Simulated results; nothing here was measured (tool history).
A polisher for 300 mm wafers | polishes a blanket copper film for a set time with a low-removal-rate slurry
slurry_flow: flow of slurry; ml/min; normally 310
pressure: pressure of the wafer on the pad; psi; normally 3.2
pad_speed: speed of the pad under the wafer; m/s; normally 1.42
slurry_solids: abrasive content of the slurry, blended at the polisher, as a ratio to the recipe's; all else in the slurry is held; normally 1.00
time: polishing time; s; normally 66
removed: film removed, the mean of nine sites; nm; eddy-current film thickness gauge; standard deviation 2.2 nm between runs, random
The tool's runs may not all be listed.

run,day,slurry_flow,pressure,pad_speed,slurry_solids,time,wafers since the last listed run,wafers polished on this pad,hours since the slurry nozzle was cleaned,hours since the head pressure was calibrated,hours since the slurry blender was calibrated,"incoming thickness of the incoming film, nm",removed
1,0.000,310,3.2,1.42,1.00,66,0,384,490.6,641.0,224.6,1404.4,326.8
2,0.517,310,3.2,1.42,1.00,66,177,562,503.0,653.4,237.0,1421.1,323.9
# day 0.871: head pressure recalibrated
# day 1.179: slurry blender recalibrated
3,1.692,310,3.2,1.42,1.00,66,347,909,531.2,19.7,12.3,1427.5,347.6
# day 2.538: slurry nozzle cleaned
4,2.604,310,3.2,1.42,1.00,66,299,1209,1.6,41.6,34.2,1412.6,342.8
5,3.392,310,3.7,1.42,1.00,66,271,1480,20.5,60.5,53.1,1433.9,388.6
6,4.558,310,3.2,1.42,1.10,66,401,1882,48.5,88.5,81.1,1400.2,349.5
7,5.183,375,3.2,1.42,1.00,66,215,2098,63.5,103.5,96.1,1401.1,341.4
8,5.812,310,3.2,1.42,1.00,66,216,2314,78.6,118.6,111.2,1394.0,335.1
9,6.921,310,3.2,1.92,0.70,76,381,2696,105.2,145.2,137.8,1452.0,476.1
10,7.671,310,3.2,1.42,1.00,84,258,2954,123.2,163.2,155.8,1433.1,424.2
11,8.975,310,3.2,1.08,1.00,66,449,3404,154.5,194.5,187.1,1405.6,249.8
# day 10.038: worn pad replaced by a new one
12,10.192,310,3.2,1.42,1.00,66,361,52,183.7,223.7,216.3,1422.4,325.3
13,11.329,310,3.2,1.42,1.00,50,391,444,211.0,251.0,243.6,1415.0,243.1
14,12.438,365,2.6,1.42,0.70,66,381,826,237.6,277.6,270.2,1417.0,256.8
# day 13.025: slurry blender recalibrated
15,13.425,310,3.2,1.42,1.00,66,311,1137,261.3,301.3,9.6,1400.2,342.7
16,14.817,310,3.2,1.42,0.90,66,479,1617,294.7,334.7,43.0,1412.0,333.0
17,16.012,310,3.2,1.08,1.00,66,411,2029,323.4,363.4,71.7,1422.5,257.1
18,16.546,310,3.9,1.42,1.00,66,183,2212,336.2,376.2,84.5,1405.6,397.5
19,17.458,230,3.2,1.42,1.00,72,314,2527,358.1,398.1,106.4,1406.5,353.2
20,18.062,205,3.2,1.42,1.00,80,208,2735,372.6,412.6,120.9,1418.2,384.4
21,18.733,255,3.2,1.42,0.85,66,231,2966,388.7,428.7,137.0,1387.7,310.9
22,19.312,310,3.2,1.42,1.00,66,199,3165,402.6,442.6,150.9,1404.4,330.0
# day 20.404: worn pad replaced by a new one
23,20.479,310,3.2,1.42,1.00,56,344,26,430.6,470.6,178.9,1422.4,280.1
24,21.462,310,3.2,1.42,1.15,46,338,365,454.2,494.2,202.5,1433.7,232.0
25,22.342,310,3.2,1.42,1.00,66,302,667,475.3,515.3,223.6,1421.3,319.7
26,23.096,280,3.5,1.04,1.00,44,259,927,493.4,533.4,241.7,1416.4,168.9
# day 23.917: head pressure recalibrated
27,23.946,340,2.6,1.42,1.20,73,264,1191,513.8,0.7,262.1,1445.3,310.1
# day 24.258: slurry blender recalibrated
28,25.275,310,3.2,1.42,1.00,66,429,1620,545.7,32.6,24.4,1394.3,344.6
# day 26.304: slurry nozzle cleaned
29,26.538,365,3.2,1.42,1.15,66,420,2041,5.6,62.9,54.7,1432.1,360.6

What was the tool's hidden state at every run in the log?
removal rate lost through wear of the pad, %: 0 across all the runs
slurry flow missing at the pad, %: 0 across all the runs
deviation of the head's pressure from its setpoint, %: 0 across all the runs
H1: abrasive missing from the slurry, %
run,H1
1,25.7
2,27
3,3.44
4,5.74
5,7.73
6,10.7
7,12.2
8,13.8
9,16.6
10,18.5
11,21.8
12,24.9
13,27.7
14,30.5
15,5.73
16,9.24
17,12.3
18,13.6
19,15.9
20,17.4
21,19.1
22,20.6
23,23.5
24,26
25,28.2
26,30.1
27,32.3
28,3.64
29,6.82
